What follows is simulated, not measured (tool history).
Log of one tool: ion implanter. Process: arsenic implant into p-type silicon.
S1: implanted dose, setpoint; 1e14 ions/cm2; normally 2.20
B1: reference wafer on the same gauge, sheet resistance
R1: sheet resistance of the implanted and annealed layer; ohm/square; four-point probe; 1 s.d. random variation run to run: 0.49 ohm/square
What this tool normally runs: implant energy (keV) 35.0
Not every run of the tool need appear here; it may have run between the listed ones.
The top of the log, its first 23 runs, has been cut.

run 24 day=59.438 | S1=2.50 implant_energy_(keV)=46.0 | B1=338.02 | R1=288.03
-- day=61.988 extraction supply calibrated
run 25 day=62.008 | S1=1.83 implant_energy_(keV)=35.0 | B1=338.06 | R1=377.84
run 26 day=63.508 | S1=2.76 implant_energy_(keV)=47.0 | B1=337.95 | R1=267.47
run 27 day=65.383 | S1=1.78 implant_energy_(keV)=47.0 | B1=338.08 | R1=367.68
run 28 day=68.233 | S1=2.20 implant_energy_(keV)=35.0 | B1=337.95 | R1=330.98
run 29 day=73.888 | S1=2.62 implant_energy_(keV)=40.5 | B1=338.12 | R1=286.09
run 30 day=81.379 | S1=2.85 implant_energy_(keV)=35.0 | B1=337.81 | R1=273.08
run 31 day=87.554 | S1=1.82 implant_energy_(keV)=39.5 | B1=338.05 | R1=374.66
run 32 day=89.062 | S1=2.51 implant_energy_(keV)=29.5 | B1=338.03 | R1=309.52
run 33 day=91.221 | S1=1.60 implant_energy_(keV)=38.5 | B1=338.04 | R1=411.88
run 34 day=93.275 | S1=2.20 implant_energy_(keV)=35.0 | B1=337.99 | R1=333.03
run 35 day=96.154 | S1=1.68 implant_energy_(keV)=23.0 | B1=338.10 | R1=432.77
run 36 day=99.088 | S1=1.62 implant_energy_(keV)=29.5 | B1=337.96 | R1=426.63
run 37 day=100.625 | S1=2.41 implant_energy_(keV)=38.5 | B1=338.00 | R1=306.66

Forecast each of these 4 alternatives for the next run:
run A day=100.642 | S1=2.20 implant_energy_(keV)=43.5 | B1=? | R1=?
run B day=100.642 | S1=1.88 implant_energy_(keV)=29.0 | B1=? | R1=?
run C day=100.642 | S1=2.20 implant_energy_(keV)=45.5 | B1=? | R1=?
run D day=100.642 | S1=2.44 implant_energy_(keV)=24.0 | B1=? | R1=?

run=A B1=338.17 R1=322.31
run=B B1=338.17 R1=384.39
run=C B1=338.17 R1=320.10
run=D B1=338.17 R1=325.11
Had the tool no hidden state, the same runs would have come out as:
run=A R1=317.75
run=B R1=378.91
run=C R1=315.58
run=D R1=320.32
